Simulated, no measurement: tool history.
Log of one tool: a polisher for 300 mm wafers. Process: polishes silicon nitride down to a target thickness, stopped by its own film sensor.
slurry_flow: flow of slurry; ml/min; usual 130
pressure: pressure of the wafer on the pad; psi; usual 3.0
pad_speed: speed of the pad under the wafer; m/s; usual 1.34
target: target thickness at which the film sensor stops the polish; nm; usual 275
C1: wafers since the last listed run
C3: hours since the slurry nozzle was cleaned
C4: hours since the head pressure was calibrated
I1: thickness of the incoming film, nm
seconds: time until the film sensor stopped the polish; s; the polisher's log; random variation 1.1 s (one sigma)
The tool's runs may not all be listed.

run 1 hour=0.0 | slurry_flow=130 pressure=3.0 pad_speed=1.12 target=275 | C1=0 wafers_polished_on_this_pad=1 C3=107.9 C4=887.8 | I1=437.2 | seconds=123.1
run 2 hour=79.5 | slurry_flow=130 pressure=3.0 pad_speed=1.34 target=233 | C1=649 wafers_polished_on_this_pad=651 C3=187.4 C4=967.3 | I1=439.6 | seconds=138.6
run 3 hour=135.8 | slurry_flow=130 pressure=3.0 pad_speed=1.34 target=233 | C1=460 wafers_polished_on_this_pad=1112 C3=243.7 C4=1023.6 | I1=439.0 | seconds=141.0
run 4 hour=207.8 | slurry_flow=130 pressure=3.0 pad_speed=1.34 target=275 | C1=588 wafers_polished_on_this_pad=1700 C3=315.7 C4=1095.6 | I1=434.0 | seconds=108.4
run 5 hour=260.4 | slurry_flow=130 pressure=3.0 pad_speed=1.34 target=275 | C1=429 wafers_polished_on_this_pad=2130 C3=368.3 C4=1148.2 | I1=438.5 | seconds=114.0
-- hour=322.8 head pressure recalibrated
run 6 hour=361.7 | slurry_flow=130 pressure=3.0 pad_speed=1.34 target=275 | C1=811 wafers_polished_on_this_pad=2942 C3=469.6 C4=38.9 | I1=435.5 | seconds=106.1
run 7 hour=421.2 | slurry_flow=130 pressure=3.0 pad_speed=1.34 target=275 | C1=486 wafers_polished_on_this_pad=3428 C3=529.1 C4=98.4 | I1=443.4 | seconds=110.6
-- hour=488.4 worn pad replaced by a new one
run 8 hour=525.2 | slurry_flow=130 pressure=3.0 pad_speed=1.34 target=275 | C1=817 wafers_polished_on_this_pad=300 C3=633.1 C4=202.4 | I1=440.4 | seconds=108.5
run 9 hour=573.8 | slurry_flow=130 pressure=2.5 pad_speed=1.34 target=275 | C1=397 wafers_polished_on_this_pad=698 C3=681.7 C4=251.0 | I1=438.8 | seconds=127.1
-- hour=600.3 slurry nozzle cleaned
run 10 hour=618.1 | slurry_flow=130 pressure=2.5 pad_speed=1.00 target=275 | C1=353 wafers_polished_on_this_pad=1052 C3=17.8 C4=295.3 | I1=434.0 | seconds=147.8
run 11 hour=661.4 | slurry_flow=130 pressure=3.0 pad_speed=1.50 target=275 | C1=353 wafers_polished_on_this_pad=1406 C3=61.1 C4=338.6 | I1=437.7 | seconds=101.0
run 12 hour=723.6 | slurry_flow=130 pressure=3.0 pad_speed=1.50 target=275 | C1=508 wafers_polished_on_this_pad=1914 C3=123.3 C4=400.8 | I1=445.0 | seconds=106.0
run 13 hour=778.2 | slurry_flow=130 pressure=3.0 pad_speed=1.34 target=275 | C1=446 wafers_polished_on_this_pad=2360 C3=177.9 C4=455.4 | I1=442.3 | seconds=110.8
run 14 hour=877.5 | slurry_flow=130 pressure=3.0 pad_speed=1.34 target=275 | C1=811 wafers_polished_on_this_pad=3172 C3=277.2 C4=554.7 | I1=433.6 | seconds=107.1
run 15 hour=979.7 | slurry_flow=150 pressure=3.0 pad_speed=1.34 target=275 | C1=835 wafers_polished_on_this_pad=4008 C3=379.4 C4=656.9 | I1=444.2 | seconds=109.8
-- hour=1020.9 worn pad replaced by a new one
run 16 hour=1048.4 | slurry_flow=130 pressure=3.0 pad_speed=1.34 target=275 | C1=528 wafers_polished_on_this_pad=224 C3=448.1 C4=725.6 | I1=442.2 | seconds=113.7
run 17 hour=1126.6 | slurry_flow=130 pressure=3.0 pad_speed=1.34 target=275 | C1=639 wafers_polished_on_this_pad=864 C3=526.3 C4=803.8 | I1=437.2 | seconds=109.6
-- hour=1174.0 slurry nozzle cleaned
run 18 hour=1220.9 | slurry_flow=130 pressure=3.0 pad_speed=1.34 target=275 | C1=762 wafers_polished_on_this_pad=1626 C3=46.9 C4=898.1 | I1=432.3 | seconds=106.8
run 19 hour=1263.8 | slurry_flow=130 pressure=3.0 pad_speed=1.34 target=242 | C1=350 wafers_polished_on_this_pad=1977 C3=89.8 C4=941.0 | I1=443.6 | seconds=135.6
run 20 hour=1332.8 | slurry_flow=130 pressure=3.0 pad_speed=1.34 target=233 | C1=564 wafers_polished_on_this_pad=2541 C3=158.8 C4=1010.0 | I1=448.9 | seconds=147.3
run 21 hour=1371.4 | slurry_flow=130 pressure=3.6 pad_speed=1.76 target=275 | C1=315 wafers_polished_on_this_pad=2857 C3=197.4 C4=1048.6 | I1=445.8 | seconds=84.3
run 22 hour=1477.6 | slurry_flow=130 pressure=3.0 pad_speed=1.34 target=275 | C1=868 wafers_polished_on_this_pad=3725 C3=303.6 C4=1154.8 | I1=440.4 | seconds=114.6
-- hour=1567.2 head pressure recalibrated
run 23 hour=1576.8 | slurry_flow=145 pressure=3.0 pad_speed=1.34 target=219 | C1=794 wafers_polished_on_this_pad=4519 C3=402.8 C4=9.6 | I1=441.3 | seconds=147.4
-- hour=1622.6 worn pad replaced by a new one
run 24 hour=1664.3 | slurry_flow=130 pressure=3.0 pad_speed=1.06 target=323 | C1=682 wafers_polished_on_this_pad=340 C3=490.3 C4=97.1 | I1=436.5 | seconds=87.6
run 25 hour=1751.7 | slurry_flow=130 pressure=3.0 pad_speed=1.06 target=323 | C1=714 wafers_polished_on_this_pad=1055 C3=577.7 C4=184.5 | I1=450.0 | seconds=98.7
-- hour=1767.0 slurry nozzle cleaned
run 26 hour=1801.9 | slurry_flow=90 pressure=3.0 pad_speed=1.68 target=275 | C1=402 wafers_polished_on_this_pad=1457 C3=34.9 C4=234.7 | I1=443.1 | seconds=102.5
run 27 hour=1867.8 | slurry_flow=130 pressure=3.0 pad_speed=0.96 target=275 | C1=538 wafers_polished_on_this_pad=1995 C3=100.8 C4=300.6 | I1=440.6 | seconds=137.3
run 28 hour=1945.9 | slurry_flow=130 pressure=3.0 pad_speed=0.94 target=275 | C1=638 wafers_polished_on_this_pad=2634 C3=178.9 C4=378.7 | I1=435.5 | seconds=135.0
run 29 hour=2073.3 | slurry_flow=130 pressure=3.0 pad_speed=1.34 target=275 | C1=1041 wafers_polished_on_this_pad=3675 C3=306.3 C4=506.1 | I1=438.5 | seconds=111.2
-- hour=2114.2 worn pad replaced by a new one
run 30 hour=2169.2 | slurry_flow=130 pressure=3.0 pad_speed=1.34 target=297 | C1=751 wafers_polished_on_this_pad=449 C3=402.2 C4=602.0 | I1=437.2 | seconds=94.5
run 31 hour=2265.6 | slurry_flow=130 pressure=3.0 pad_speed=1.50 target=275 | C1=788 wafers_polished_on_this_pad=1237 C3=498.6 C4=698.4 | I1=436.1 | seconds=100.3

Run 32 comes next. What will it give?
run 32 hour=2357.4 | slurry_flow=145 pressure=3.0 pad_speed=1.74 target=253 | C1=750 wafers_polished_on_this_pad=1987 C3=590.4 C4=790.2 | I1=439.9 | seconds=?

seconds: 106.9 s
Without the tool's hidden state the same run would have given seconds 105.5 s.
